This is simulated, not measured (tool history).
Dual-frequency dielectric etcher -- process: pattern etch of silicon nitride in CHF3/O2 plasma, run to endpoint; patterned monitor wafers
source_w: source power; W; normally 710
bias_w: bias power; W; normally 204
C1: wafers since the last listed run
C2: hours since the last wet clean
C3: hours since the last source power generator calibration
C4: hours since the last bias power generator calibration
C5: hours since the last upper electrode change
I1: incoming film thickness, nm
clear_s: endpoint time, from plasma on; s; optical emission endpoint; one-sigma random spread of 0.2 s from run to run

{"run": 1, "hour": 0.0, "source_w": 710, "bias_w": 204, "C1": 0, "C2": 201.9, "C3": 3964.3, "C4": 3572.5, "C5": 2106.3, "I1": 74.8, "clear_s": 41.3}
{"run": 2, "hour": 70.0, "source_w": 710, "bias_w": 204, "C1": 461, "C2": 271.9, "C3": 4034.3, "C4": 3642.5, "C5": 2176.3, "I1": 75.3, "clear_s": 41.5}
{"run": 3, "hour": 90.2, "source_w": 710, "bias_w": 204, "C1": 133, "C2": 292.1, "C3": 4054.5, "C4": 3662.7, "C5": 2196.5, "I1": 74.6, "clear_s": 41.8}
{"run": 4, "hour": 120.0, "source_w": 670, "bias_w": 204, "C1": 196, "C2": 321.9, "C3": 4084.3, "C4": 3692.5, "C5": 2226.3, "I1": 75.8, "clear_s": 43.1}
{"run": 5, "hour": 144.3, "source_w": 670, "bias_w": 204, "C1": 160, "C2": 346.2, "C3": 4108.6, "C4": 3716.8, "C5": 2250.6, "I1": 75.6, "clear_s": 42.9}
{"run": 6, "hour": 163.3, "source_w": 760, "bias_w": 204, "C1": 125, "C2": 365.2, "C3": 4127.6, "C4": 3735.8, "C5": 2269.6, "I1": 76.3, "clear_s": 42}
{"hour": 192.4, "done": "upper electrode replaced"}
{"run": 7, "hour": 192.9, "source_w": 710, "bias_w": 204, "C1": 36, "C2": 394.8, "C3": 4157.2, "C4": 3765.4, "C5": 0.5, "I1": 76.2, "clear_s": 42.8}
{"run": 8, "hour": 223.4, "source_w": 760, "bias_w": 204, "C1": 201, "C2": 425.3, "C3": 4187.7, "C4": 3795.9, "C5": 31, "I1": 75, "clear_s": 41.4}
{"run": 9, "hour": 247.5, "source_w": 540, "bias_w": 157, "C1": 158, "C2": 449.4, "C3": 4211.8, "C4": 3820, "C5": 55.1, "I1": 75.4, "clear_s": 50.5}
{"hour": 284.1, "done": "wet clean of the chamber"}
{"run": 10, "hour": 284.6, "source_w": 710, "bias_w": 204, "C1": 86, "C2": 0.5, "C3": 4248.9, "C4": 3857.1, "C5": 92.2, "I1": 74.5, "clear_s": 39.7}
{"hour": 290.5, "done": "source power generator calibrated"}
{"hour": 309.4, "done": "bias power generator calibrated"}
{"run": 11, "hour": 310.7, "source_w": 710, "bias_w": 170, "C1": 119, "C2": 26.6, "C3": 20.2, "C4": 1.3, "C5": 118.3, "I1": 75.6, "clear_s": 43.6}
{"run": 12, "hour": 341.2, "source_w": 820, "bias_w": 162, "C1": 201, "C2": 57.1, "C3": 50.7, "C4": 31.8, "C5": 148.8, "I1": 75.5, "clear_s": 42.7}
{"run": 13, "hour": 361.2, "source_w": 670, "bias_w": 204, "C1": 131, "C2": 77.1, "C3": 70.7, "C4": 51.8, "C5": 168.8, "I1": 75.5, "clear_s": 41.4}
{"run": 14, "hour": 381.2, "source_w": 630, "bias_w": 158, "C1": 131, "C2": 97.1, "C3": 90.7, "C4": 71.8, "C5": 188.8, "I1": 75.2, "clear_s": 46.4}
{"run": 15, "hour": 395.4, "source_w": 710, "bias_w": 165, "C1": 93, "C2": 111.3, "C3": 104.9, "C4": 86, "C5": 203, "I1": 75.9, "clear_s": 44.4}

Hidden condition of the tool, last listed run before each entry between runs versus first listed run after:
Logged between run 6 and run 7: upper electrode replaced (hour 192.4)
  etch rate over this chamber's usual, %: -3.57 -> -3.85
  difference, measured minus the result without the unlogged condition, clear_s: +1.5 -> +1.6 s
Logged between run 9 and run 10: wet clean of the chamber (hour 284.1)
  etch rate over this chamber's usual, %: -4.36 -> 0.67
  difference, measured minus the result without the unlogged condition, clear_s: +2.2 -> -0.3 s
Logged between run 10 and run 11: source power generator calibrated (hour 290.5); bias power generator calibrated (hour 309.4)
  etch rate over this chamber's usual, %: 0.67 -> 0.426
  difference, measured minus the result without the unlogged condition, clear_s: -0.3 -> -0.2 s
